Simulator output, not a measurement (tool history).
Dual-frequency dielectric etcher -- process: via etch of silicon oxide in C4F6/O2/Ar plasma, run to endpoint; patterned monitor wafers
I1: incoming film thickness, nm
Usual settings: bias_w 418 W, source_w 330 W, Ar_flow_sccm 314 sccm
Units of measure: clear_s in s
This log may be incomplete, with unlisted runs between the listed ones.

run 1 hour=0 | bias_w=418 source_w=330 Ar_flow_sccm=314 | I1=119.6 | clear_s=31
run 2 hour=25.1 | bias_w=418 source_w=330 Ar_flow_sccm=314 | I1=121.5 | clear_s=31.4
run 3 hour=56.8 | bias_w=418 source_w=360 Ar_flow_sccm=314 | I1=120.2 | clear_s=29.8
run 4 hour=88.2 | bias_w=418 source_w=360 Ar_flow_sccm=314 | I1=121.4 | clear_s=30.2
-- hour=123.9 upper electrode replaced
run 5 hour=124.4 | bias_w=418 source_w=360 Ar_flow_sccm=314 | I1=120.6 | clear_s=30.1
run 6 hour=137.3 | bias_w=418 source_w=370 Ar_flow_sccm=314 | I1=120.3 | clear_s=29.6
run 7 hour=162.3 | bias_w=418 source_w=370 Ar_flow_sccm=314 | I1=121.8 | clear_s=30.1
run 8 hour=182.6 | bias_w=418 source_w=330 Ar_flow_sccm=314 | I1=121.4 | clear_s=31.4
-- hour=201.6 Ar flow controller replaced
run 9 hour=209.4 | bias_w=366 source_w=330 Ar_flow_sccm=344 | I1=118.9 | clear_s=33.3
run 10 hour=242.3 | bias_w=418 source_w=250 Ar_flow_sccm=334 | I1=121.5 | clear_s=36
-- hour=292.6 bias power generator calibrated
-- hour=294.3 source power generator calibrated
-- hour=295.5 wet clean of the chamber
run 11 hour=296 | bias_w=504 source_w=370 Ar_flow_sccm=349 | I1=120.1 | clear_s=27.6
run 12 hour=296.7 | bias_w=374 source_w=330 Ar_flow_sccm=391 | I1=119.7 | clear_s=33.6
run 13 hour=323.6 | bias_w=386 source_w=360 Ar_flow_sccm=366 | I1=120.5 | clear_s=31.5
run 14 hour=356.4 | bias_w=418 source_w=330 Ar_flow_sccm=314 | I1=121.1 | clear_s=31.4
run 15 hour=375.8 | bias_w=450 source_w=250 Ar_flow_sccm=314 | I1=120.7 | clear_s=33.9

Alternative continuations, all from the tool just after run 15; predict every row:
run A hour=376.2 | bias_w=418 source_w=330 Ar_flow_sccm=240 | I1=121.2 | clear_s=?
run B hour=376.2 | bias_w=357 source_w=400 Ar_flow_sccm=314 | I1=121.2 | clear_s=?
run C hour=376.2 | bias_w=418 source_w=310 Ar_flow_sccm=271 | I1=121.2 | clear_s=?
run D hour=376.2 | bias_w=489 source_w=330 Ar_flow_sccm=314 | I1=121.2 | clear_s=?
run E hour=376.2 | bias_w=418 source_w=330 Ar_flow_sccm=355 | I1=121.2 | clear_s=?

run=A clear_s=30.6
run=B clear_s=31.3
run=C clear_s=31.8
run=D clear_s=29.2
run=E clear_s=31.8
With the hidden condition removed and each run's random variation left untouched, the same runs would have given:
run=A clear_s=30.6
run=B clear_s=31.3
run=C clear_s=31.8
run=D clear_s=29.2
run=E clear_s=31.8

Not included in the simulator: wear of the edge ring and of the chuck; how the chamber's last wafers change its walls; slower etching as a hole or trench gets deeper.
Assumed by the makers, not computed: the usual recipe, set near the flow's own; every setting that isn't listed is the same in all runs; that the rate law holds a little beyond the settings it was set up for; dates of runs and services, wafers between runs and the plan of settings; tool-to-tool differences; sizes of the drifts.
